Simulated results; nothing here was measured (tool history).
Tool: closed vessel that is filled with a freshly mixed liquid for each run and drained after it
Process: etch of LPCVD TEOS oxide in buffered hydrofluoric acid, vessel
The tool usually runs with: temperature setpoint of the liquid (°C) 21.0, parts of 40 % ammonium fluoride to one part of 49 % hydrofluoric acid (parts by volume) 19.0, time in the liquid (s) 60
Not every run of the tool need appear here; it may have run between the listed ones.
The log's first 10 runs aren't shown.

run	hour	temperature setpoint of the liquid (°C)	parts of 40 % ammonium fluoride to one part of 49 % hydrofluoric acid (parts by volume)	time in the liquid (s)	wafers since the last listed run	hours since the thermometer was replaced	hours since the hydrofluoric acid flow meter was replaced	hours since the gauge calibration	read-back film thickness of the LPCVD TEOS oxide reference wafer, read on the same gauge (nm)	thickness taken off the LPCVD TEOS oxide on a monitor wafer (angstrom)
11	338.8	19.0	19.0	60	1306	736.7	266.0	550.5	70.02	691.8
12	369.9	19.0	19.0	60	2841	767.8	297.1	581.6	70.01	708.5
13	403.1	25.0	13.0	60	3033	801.0	330.3	614.8	70.01	1416.5
14	437.6	21.0	19.0	60	3151	835.5	364.8	649.3	70.03	790.0
15	452.0	21.0	19.0	60	1315	849.9	379.2	663.7	70.00	788.7
# hour 458.4: gauge calibrated
16	480.3	26.0	12.5	60	2585	878.2	407.5	21.9	69.98	1566.4
17	504.3	18.5	13.5	70	2192	902.2	431.5	45.9	69.98	1132.8
# hour 508.3: thermometer replaced
18	530.5	21.0	24.0	40	2302	22.2	457.7	72.1	70.01	391.0
19	545.7	25.5	19.0	60	1388	37.4	472.9	87.3	69.98	903.7
20	562.9	21.0	19.0	60	1571	54.6	490.1	104.5	70.02	705.9
21	587.9	21.0	13.0	90	2283	79.6	515.1	129.5	69.97	1564.6
# hour 613.8: hydrofluoric acid flow meter replaced
22	616.2	21.0	19.0	80	2494	107.9	2.4	157.8	69.98	949.0
23	650.4	24.0	21.0	90	3124	142.1	36.6	192.0	70.01	1161.0
24	677.7	18.5	19.0	60	2494	169.4	63.9	219.3	69.98	626.8
25	695.5	21.0	19.0	60	1626	187.2	81.7	237.1	70.00	722.2
26	713.3	21.0	15.5	60	1626	205.0	99.5	254.9	69.99	885.0
27	731.8	21.0	23.5	60	1690	223.5	118.0	273.4	70.00	622.8
28	753.1	25.0	19.0	85	1945	244.8	139.3	294.7	70.02	1264.5
29	787.5	21.0	19.0	60	3142	279.2	173.7	329.1	70.01	721.4
30	805.7	18.0	12.5	40	1662	297.4	191.9	347.3	70.02	619.4

Consider 4 possible next runs. They are alternatives, not a sequence: every one starts from the tool as it was left by run 30. What does each give?
A	806.4	21.0	19.0	60	63	298.1	192.6	348.0	?	?
B	806.4	19.0	16.0	30	63	298.1	192.6	348.0	?	?
C	806.4	21.0	22.0	60	63	298.1	192.6	348.0	?	?
D	806.4	19.0	24.0	90	63	298.1	192.6	348.0	?	?

run	read-back film thickness of the LPCVD TEOS oxide reference wafer, read on the same gauge (nm)	thickness taken off the LPCVD TEOS oxide on a monitor wafer (angstrom)
A	70.01	728.5
B	70.01	385.9
C	70.01	648.5
D	70.01	819.1
Without the tool's unlogged condition, the same runs would have read:
run	thickness taken off the LPCVD TEOS oxide on a monitor wafer (angstrom)
A	699.1
B	370.2
C	622.3
D	785.6
